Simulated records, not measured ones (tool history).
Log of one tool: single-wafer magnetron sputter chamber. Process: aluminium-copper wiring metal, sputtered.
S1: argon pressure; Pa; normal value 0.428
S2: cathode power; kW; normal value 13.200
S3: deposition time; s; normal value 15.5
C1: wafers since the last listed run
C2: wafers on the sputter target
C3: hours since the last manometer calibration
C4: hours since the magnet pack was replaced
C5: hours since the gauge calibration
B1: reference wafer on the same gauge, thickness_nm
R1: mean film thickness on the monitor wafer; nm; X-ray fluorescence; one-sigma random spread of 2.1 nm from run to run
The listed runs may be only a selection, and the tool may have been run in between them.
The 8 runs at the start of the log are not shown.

run,day,S1,S2,S3,C1,C2,C3,C4,C5,B1,R1
9,7.367,0.428,13.200,15.5,1246,1721,2256.7,7041.9,720.3,395.316,355.842
10,8.854,0.321,13.200,15.5,1488,3210,2292.4,7077.6,756.0,396.240,370.867
# day 9.462: gauge calibrated
11,9.925,0.321,13.200,15.5,1071,4281,2318.1,7103.3,11.1,394.649,369.742
12,11.433,0.428,13.200,13.7,1509,5790,2354.3,7139.5,47.3,396.853,302.382
13,12.217,0.428,13.200,13.7,783,6574,2373.1,7158.3,66.1,396.572,298.843
# day 13.008: sputter target and shields replaced
14,13.279,0.428,13.200,13.7,729,269,2398.6,7183.8,91.6,395.824,314.466
15,14.342,0.428,13.200,15.5,1063,1332,2424.1,7209.3,117.1,395.460,356.281
16,15.496,0.374,13.200,15.5,1154,2487,2451.8,7237.0,144.8,396.918,365.799
17,16.838,0.428,13.200,14.6,1342,3829,2484.0,7269.2,177.0,396.540,333.299
18,18.304,0.428,12.250,16.8,1467,5297,2519.2,7304.4,212.2,396.457,350.950
# day 19.338: sputter target and shields replaced
19,19.358,0.477,13.200,13.4,721,18,2544.5,7329.7,237.5,396.438,304.032
20,19.838,0.533,9.950,12.6,479,498,2556.0,7341.2,249.0,395.319,226.930
21,20.775,0.357,14.500,17.7,938,1436,2578.5,7363.7,271.5,395.887,450.496
22,21.962,0.428,13.200,17.7,1188,2624,2607.0,7392.2,300.0,396.261,403.023
# day 23.004: magnet pack replaced, of another model than before
23,23.025,0.428,13.200,15.5,729,3354,2632.5,0.5,325.5,395.930,346.757
# day 23.800: capacitance manometer re-zeroed and calibrated
24,23.954,0.428,11.200,17.2,596,3950,3.7,22.8,347.8,395.872,344.621
25,25.321,0.428,13.200,15.5,1367,5318,36.5,55.6,380.6,395.830,342.796
# day 25.871: sputter target and shields replaced
26,26.429,0.376,11.850,12.7,775,558,63.1,82.2,407.2,395.981,279.239
27,27.904,0.428,13.200,13.9,1475,2034,98.5,117.6,442.6,396.536,318.780
28,28.883,0.342,10.000,18.3,979,3014,122.0,141.1,466.1,396.679,354.334
29,29.454,0.383,9.900,13.6,571,3585,135.7,154.8,479.8,396.072,256.651
30,30.138,0.428,13.200,15.5,683,4269,152.1,171.2,496.2,397.075,349.610
31,30.962,0.428,14.650,14.5,825,5094,171.9,191.0,516.0,395.769,349.710
32,31.862,0.428,15.650,12.6,900,5995,193.5,212.6,537.6,396.628,323.292
# day 32.271: sputter target and shields replaced
33,32.858,0.589,13.200,16.7,662,588,217.4,236.5,561.5,396.257,363.337

Alternative continuations, all from the tool just after run 33; predict every row:
A,32.875,0.317,13.200,15.5,16,605,217.8,236.9,561.9,?,?
B,32.875,0.596,13.200,15.5,16,605,217.8,236.9,561.9,?,?
C,32.875,0.478,11.100,13.7,16,605,217.8,236.9,561.9,?,?
D,32.875,0.428,10.300,15.5,16,605,217.8,236.9,561.9,?,?
E,32.875,0.320,13.200,13.4,16,605,217.8,236.9,561.9,?,?

run,B1,R1
A,395.269,370.598
B,395.269,335.368
C,395.269,273.124
D,395.269,298.822
E,395.269,320.037
Had the tool no hidden state, the same runs would have come out as:
run,R1
A,375.306
B,339.629
C,276.594
D,302.619
E,324.103
